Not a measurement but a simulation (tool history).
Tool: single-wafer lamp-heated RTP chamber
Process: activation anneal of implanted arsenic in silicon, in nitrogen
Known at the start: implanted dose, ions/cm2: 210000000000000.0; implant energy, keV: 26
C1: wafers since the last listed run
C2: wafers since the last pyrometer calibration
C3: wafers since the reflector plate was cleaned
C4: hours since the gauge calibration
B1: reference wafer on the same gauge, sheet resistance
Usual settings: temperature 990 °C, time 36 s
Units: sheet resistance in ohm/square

run 1 day=0.000 | temperature=990 time=36 | C1=0 C2=1577 C3=7784 C4=262.4 | B1=438.67 | sheet_resistance=368.61
run 2 day=0.379 | temperature=990 time=21 | C1=126 C2=1703 C3=7910 C4=271.5 | B1=438.59 | sheet_resistance=369.81
run 3 day=1.046 | temperature=990 time=21 | C1=221 C2=1925 C3=8132 C4=287.5 | B1=438.89 | sheet_resistance=369.45
run 4 day=1.392 | temperature=990 time=31 | C1=115 C2=2040 C3=8247 C4=295.8 | B1=438.91 | sheet_resistance=367.76
run 5 day=1.642 | temperature=990 time=31 | C1=83 C2=2123 C3=8330 C4=301.8 | B1=438.62 | sheet_resistance=368.95
-- day=1.779 gauge calibrated
run 6 day=2.329 | temperature=990 time=31 | C1=228 C2=2352 C3=8559 C4=13.2 | B1=434.45 | sheet_resistance=364.61
run 7 day=3.071 | temperature=1006 time=36 | C1=246 C2=2599 C3=8806 C4=31.0 | B1=435.08 | sheet_resistance=363.61
run 8 day=3.654 | temperature=1006 time=36 | C1=194 C2=2793 C3=9000 C4=45.0 | B1=435.31 | sheet_resistance=364.39
run 9 day=4.212 | temperature=1006 time=36 | C1=185 C2=2979 C3=9185 C4=58.4 | B1=435.80 | sheet_resistance=364.07
run 10 day=4.654 | temperature=990 time=36 | C1=146 C2=3125 C3=9332 C4=69.0 | B1=436.44 | sheet_resistance=366.00
run 11 day=5.133 | temperature=990 time=36 | C1=159 C2=3285 C3=9492 C4=80.5 | B1=436.69 | sheet_resistance=366.35
run 12 day=5.712 | temperature=990 time=36 | C1=192 C2=3478 C3=9684 C4=94.4 | B1=436.99 | sheet_resistance=366.90
-- day=6.679 pyrometer window cleaned and pyrometer calibrated
run 13 day=6.700 | temperature=990 time=36 | C1=217 C2=6 C3=9902 C4=118.1 | B1=437.31 | sheet_resistance=367.96
run 14 day=6.846 | temperature=990 time=36 | C1=48 C2=55 C3=9950 C4=121.6 | B1=437.14 | sheet_resistance=365.57
run 15 day=7.283 | temperature=990 time=36 | C1=145 C2=200 C3=10096 C4=132.1 | B1=437.53 | sheet_resistance=365.98
run 16 day=7.925 | temperature=981 time=48 | C1=213 C2=414 C3=10309 C4=147.5 | B1=437.61 | sheet_resistance=367.51
run 17 day=8.533 | temperature=981 time=48 | C1=202 C2=616 C3=10512 C4=162.1 | B1=437.59 | sheet_resistance=366.22
run 18 day=9.200 | temperature=1006 time=36 | C1=221 C2=838 C3=10733 C4=178.1 | B1=437.83 | sheet_resistance=365.11
run 19 day=9.471 | temperature=961 time=54 | C1=90 C2=928 C3=10824 C4=184.6 | B1=438.05 | sheet_resistance=368.53
run 20 day=10.121 | temperature=990 time=36 | C1=216 C2=1144 C3=11040 C4=200.2 | B1=437.81 | sheet_resistance=367.37
run 21 day=10.967 | temperature=968 time=52 | C1=281 C2=1425 C3=11321 C4=220.5 | B1=438.07 | sheet_resistance=367.22
-- day=11.354 reflector plate cleaned
run 22 day=11.408 | temperature=990 time=36 | C1=36 C2=1461 C3=18 C4=231.1 | B1=438.11 | sheet_resistance=367.19
run 23 day=12.146 | temperature=990 time=36 | C1=245 C2=1707 C3=263 C4=248.8 | B1=438.28 | sheet_resistance=367.46
run 24 day=12.712 | temperature=1018 time=50 | C1=188 C2=1895 C3=451 C4=262.4 | B1=438.35 | sheet_resistance=362.80
-- day=13.004 gauge calibrated
run 25 day=13.292 | temperature=990 time=36 | C1=192 C2=2088 C3=644 C4=6.9 | B1=433.94 | sheet_resistance=363.50
run 26 day=13.562 | temperature=980 time=21 | C1=90 C2=2178 C3=734 C4=13.4 | B1=434.24 | sheet_resistance=365.66
run 27 day=13.817 | temperature=990 time=31 | C1=84 C2=2263 C3=819 C4=19.5 | B1=434.52 | sheet_resistance=365.18
run 28 day=14.375 | temperature=1005 time=27 | C1=185 C2=2448 C3=1004 C4=32.9 | B1=435.06 | sheet_resistance=364.90
run 29 day=14.979 | temperature=1003 time=49 | C1=200 C2=2649 C3=1205 C4=47.4 | B1=435.60 | sheet_resistance=362.77
run 30 day=15.700 | temperature=990 time=19 | C1=239 C2=2889 C3=1445 C4=64.7 | B1=435.89 | sheet_resistance=367.90
run 31 day=15.983 | temperature=973 time=20 | C1=94 C2=2983 C3=1539 C4=71.5 | B1=436.29 | sheet_resistance=370.17
run 32 day=16.629 | temperature=990 time=31 | C1=214 C2=3198 C3=1754 C4=87.0 | B1=436.66 | sheet_resistance=366.84
run 33 day=16.888 | temperature=980 time=44 | C1=85 C2=3284 C3=1840 C4=93.2 | B1=436.73 | sheet_resistance=365.56
run 34 day=17.350 | temperature=965 time=36 | C1=153 C2=3438 C3=1994 C4=104.3 | B1=436.77 | sheet_resistance=368.37

What the log doesn't show, run by run:
true wafer temperature minus pyrometer reading, K: 0 in every run
wafer temperature error from the tarnished reflector plate, K: 0 in every run
H1: gauge reads high (%)
run=1 H1=1.07
run=2 H1=1.08
run=3 H1=1.09
run=4 H1=1.09
run=5 H1=1.1
run=6 H1=0.0685
run=7 H1=0.234
run=8 H1=0.344
run=9 H1=0.436
run=10 H1=0.501
run=11 H1=0.563
run=12 H1=0.629
run=13 H1=0.723
run=14 H1=0.735
run=15 H1=0.768
run=16 H1=0.812
run=17 H1=0.847
run=18 H1=0.88
run=19 H1=0.892
run=20 H1=0.917
run=21 H1=0.945
run=22 H1=0.957
run=23 H1=0.975
run=24 H1=0.987
run=25 H1=0.00212
run=26 H1=0.0702
run=27 H1=0.13
run=28 H1=0.249
run=29 H1=0.361
run=30 H1=0.475
run=31 H1=0.514
run=32 H1=0.595
run=33 H1=0.624
run=34 H1=0.671

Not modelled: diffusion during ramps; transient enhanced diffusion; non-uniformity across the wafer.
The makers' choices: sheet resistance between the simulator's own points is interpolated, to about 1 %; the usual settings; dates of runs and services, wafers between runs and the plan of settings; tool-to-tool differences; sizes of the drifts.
